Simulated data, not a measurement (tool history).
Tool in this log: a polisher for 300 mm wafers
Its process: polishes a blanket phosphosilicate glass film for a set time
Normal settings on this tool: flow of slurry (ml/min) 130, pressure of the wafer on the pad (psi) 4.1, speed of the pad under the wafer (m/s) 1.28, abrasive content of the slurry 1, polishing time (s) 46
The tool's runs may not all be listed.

run,day,flow of slurry (ml/min),pressure of the wafer on the pad (psi),speed of the pad under the wafer (m/s),abrasive content of the slurry,polishing time (s),"incoming thickness of the incoming film, nm",film removed (angstrom)
1,0,130,5.1,1.28,0.8,46,3513.3,6734
2,1.333,130,5.1,1.28,0.8,46,3558.9,6715
# day 3.842: worn pad replaced by a new one
# day 8.454: slurry nozzle cleaned
3,8.967,140,4.1,1.28,1,46,3533.7,5733
4,10.421,140,4.1,1.28,1,46,3569.6,5766
# day 12.062: worn pad replaced by a new one
5,13.404,140,4.1,1.28,1,46,3538.1,5676
6,14.45,130,4.1,1.28,1,46,3536.4,5497
# day 16.821: slurry blender recalibrated
7,17.192,130,4.1,1.28,1,46,3494.2,5858
8,19.208,130,4.1,1.42,1,35,3504.6,4770
# day 20.204: worn pad replaced by a new one
9,20.462,130,4.1,1.28,1,46,3507.7,5832
10,21.812,130,4.1,1.28,1,46,3550,5768
# day 22.05: conditioning disc replaced and pad reconditioned
11,24.621,105,3.6,1.28,1.3,60,3518.4,6889
# day 25.762: slurry nozzle cleaned
12,25.783,130,4.5,1.7,0.8,53,3563.4,8114
13,27.433,130,5.1,1.28,1,40,3524,6103
# day 27.679: worn pad replaced by a new one
# day 28.767: head pressure recalibrated
# day 34.621: worn pad replaced by a new one
# day 34.904: slurry blender recalibrated
14,35.483,130,3.5,0.84,1,39,3579.3,3258
15,37.125,130,4.1,1.28,1.3,46,3504.1,6437

The tool's hidden state at each run:
removal rate lost through wear of the pad, %: 0 on each run
slurry flow missing at the pad, %: 0 on each run
deviation of the head's pressure from its setpoint, %: 0 on each run
time polished since the conditioner stopped cutting, s: 0 on each run
H1: abrasive missing from the slurry, %
run,H1
1,3.2
2,4.61
3,12.7
4,14.2
5,17.3
6,18.4
7,4.23
8,6.36
9,7.68
10,9.11
11,12.1
12,13.3
13,15
14,2.86
15,4.59
